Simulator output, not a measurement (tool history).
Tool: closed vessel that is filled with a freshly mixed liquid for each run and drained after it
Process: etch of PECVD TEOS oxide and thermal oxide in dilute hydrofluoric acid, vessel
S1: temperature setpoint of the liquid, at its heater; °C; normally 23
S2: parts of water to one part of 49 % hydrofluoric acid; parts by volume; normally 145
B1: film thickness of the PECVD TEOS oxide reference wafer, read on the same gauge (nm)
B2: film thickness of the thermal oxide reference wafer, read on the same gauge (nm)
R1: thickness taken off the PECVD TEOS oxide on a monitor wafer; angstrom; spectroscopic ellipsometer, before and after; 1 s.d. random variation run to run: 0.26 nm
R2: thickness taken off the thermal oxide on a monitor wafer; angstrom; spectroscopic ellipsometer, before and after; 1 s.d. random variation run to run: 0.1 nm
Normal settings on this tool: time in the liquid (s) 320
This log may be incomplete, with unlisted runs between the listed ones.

{"run": 1, "hour": 0.0, "S1": 23, "S2": 145, "time in the liquid (s)": 320, "B1": 110.02, "B2": 69.98, "R1": 478.4, "R2": 92.3}
{"run": 2, "hour": 9.6, "S1": 23, "S2": 145, "time in the liquid (s)": 320, "B1": 109.97, "B2": 69.97, "R1": 476.4, "R2": 90.1}
{"run": 3, "hour": 17.3, "S1": 23, "S2": 145, "time in the liquid (s)": 220, "B1": 110.05, "B2": 69.97, "R1": 330.4, "R2": 62.2}
{"run": 4, "hour": 25.5, "S1": 23, "S2": 145, "time in the liquid (s)": 320, "B1": 109.98, "B2": 69.99, "R1": 473.7, "R2": 90.2}
{"run": 5, "hour": 42.1, "S1": 23, "S2": 145, "time in the liquid (s)": 360, "B1": 110.01, "B2": 70.01, "R1": 533.8, "R2": 101.9}
{"run": 6, "hour": 51.1, "S1": 23, "S2": 145, "time in the liquid (s)": 360, "B1": 109.99, "B2": 69.99, "R1": 530.8, "R2": 100.9}
{"run": 7, "hour": 63.0, "S1": 23, "S2": 145, "time in the liquid (s)": 320, "B1": 109.99, "B2": 69.96, "R1": 473.3, "R2": 91}
{"run": 8, "hour": 70.1, "S1": 23, "S2": 145, "time in the liquid (s)": 320, "B1": 109.99, "B2": 69.99, "R1": 474.3, "R2": 90.5}
{"run": 9, "hour": 76.6, "S1": 28, "S2": 175, "time in the liquid (s)": 505, "B1": 109.99, "B2": 70.01, "R1": 724, "R2": 137.4}
{"run": 10, "hour": 84.0, "S1": 23, "S2": 145, "time in the liquid (s)": 320, "B1": 110.02, "B2": 70.05, "R1": 475.1, "R2": 89.8}
{"run": 11, "hour": 99.9, "S1": 23, "S2": 145, "time in the liquid (s)": 320, "B1": 110.03, "B2": 70.05, "R1": 469.2, "R2": 90.4}
{"run": 12, "hour": 109.7, "S1": 27, "S2": 115, "time in the liquid (s)": 495, "B1": 109.99, "B2": 69.97, "R1": 1117.3, "R2": 210.9}
{"run": 13, "hour": 123.8, "S1": 23, "S2": 145, "time in the liquid (s)": 320, "B1": 109.99, "B2": 69.97, "R1": 473.1, "R2": 90.7}
{"run": 14, "hour": 136.8, "S1": 25, "S2": 145, "time in the liquid (s)": 430, "B1": 109.98, "B2": 70, "R1": 683.8, "R2": 130.1}
{"run": 15, "hour": 147.2, "S1": 23, "S2": 145, "time in the liquid (s)": 320, "B1": 109.99, "B2": 69.99, "R1": 470.5, "R2": 90.7}
{"hour": 147.5, "done": "gauge calibrated"}
{"hour": 149.1, "done": "thermometer replaced"}
{"run": 16, "hour": 157.6, "S1": 20.5, "S2": 80, "time in the liquid (s)": 155, "B1": 110.02, "B2": 70.03, "R1": 442.1, "R2": 83.6}
{"run": 17, "hour": 170.3, "S1": 21.5, "S2": 195, "time in the liquid (s)": 465, "B1": 109.98, "B2": 69.99, "R1": 498.8, "R2": 96.1}
{"run": 18, "hour": 185.1, "S1": 25.5, "S2": 210, "time in the liquid (s)": 320, "B1": 110.01, "B2": 69.98, "R1": 364.2, "R2": 69.2}
{"hour": 197.7, "done": "hydrofluoric acid flow meter replaced"}
{"run": 19, "hour": 202.2, "S1": 18.5, "S2": 120, "time in the liquid (s)": 375, "B1": 109.99, "B2": 69.99, "R1": 653.4, "R2": 125.2}
{"run": 20, "hour": 218.1, "S1": 23, "S2": 125, "time in the liquid (s)": 320, "B1": 110.05, "B2": 70.04, "R1": 638.6, "R2": 121.8}
{"run": 21, "hour": 233.7, "S1": 23, "S2": 145, "time in the liquid (s)": 320, "B1": 110.01, "B2": 70.01, "R1": 534.6, "R2": 103.1}
{"run": 22, "hour": 245.1, "S1": 21, "S2": 125, "time in the liquid (s)": 465, "B1": 110, "B2": 70.04, "R1": 843.6, "R2": 162.2}
{"run": 23, "hour": 256.3, "S1": 26.5, "S2": 175, "time in the liquid (s)": 490, "B1": 110.01, "B2": 70.03, "R1": 753.7, "R2": 141.3}
{"run": 24, "hour": 266.9, "S1": 23, "S2": 145, "time in the liquid (s)": 320, "B1": 110, "B2": 70.01, "R1": 536.1, "R2": 100.1}
{"run": 25, "hour": 311.6, "S1": 25, "S2": 145, "time in the liquid (s)": 320, "B1": 110, "B2": 69.98, "R1": 568.8, "R2": 107.7}
{"run": 26, "hour": 352.8, "S1": 25.5, "S2": 200, "time in the liquid (s)": 405, "B1": 110, "B2": 70.01, "R1": 499.9, "R2": 94.6}

Each row is a separate what-if for the run after 26, all from the same tool condition, not one after another. Results?
{"run": "A", "hour": 353.5, "S1": 23, "S2": 145, "time in the liquid (s)": 415, "B1": "?", "B2": "?", "R1": "?", "R2": "?"}
{"run": "B", "hour": 353.5, "S1": 21.5, "S2": 110, "time in the liquid (s)": 155, "B1": "?", "B2": "?", "R1": "?", "R2": "?"}
{"run": "C", "hour": 353.5, "S1": 25, "S2": 190, "time in the liquid (s)": 195, "B1": "?", "B2": "?", "R1": "?", "R2": "?"}
{"run": "D", "hour": 353.5, "S1": 28, "S2": 95, "time in the liquid (s)": 240, "B1": "?", "B2": "?", "R1": "?", "R2": "?"}

run=A B1=109.99 B2=69.97 R1=680.8 R2=131.8
run=B B1=109.99 B2=69.97 R1=328.6 R2=63.6
run=C B1=109.99 B2=69.97 R1=250.4 R2=48.5
run=D B1=109.99 B2=69.97 R1=775.5 R2=150.1
Stripped of hidden state, with their random variation kept, the same runs would have yielded:
run=A R1=698.9 R2=135.3
run=B R1=337.4 R2=65.3
run=C R1=257 R2=49.8
run=D R1=795.7 R2=154
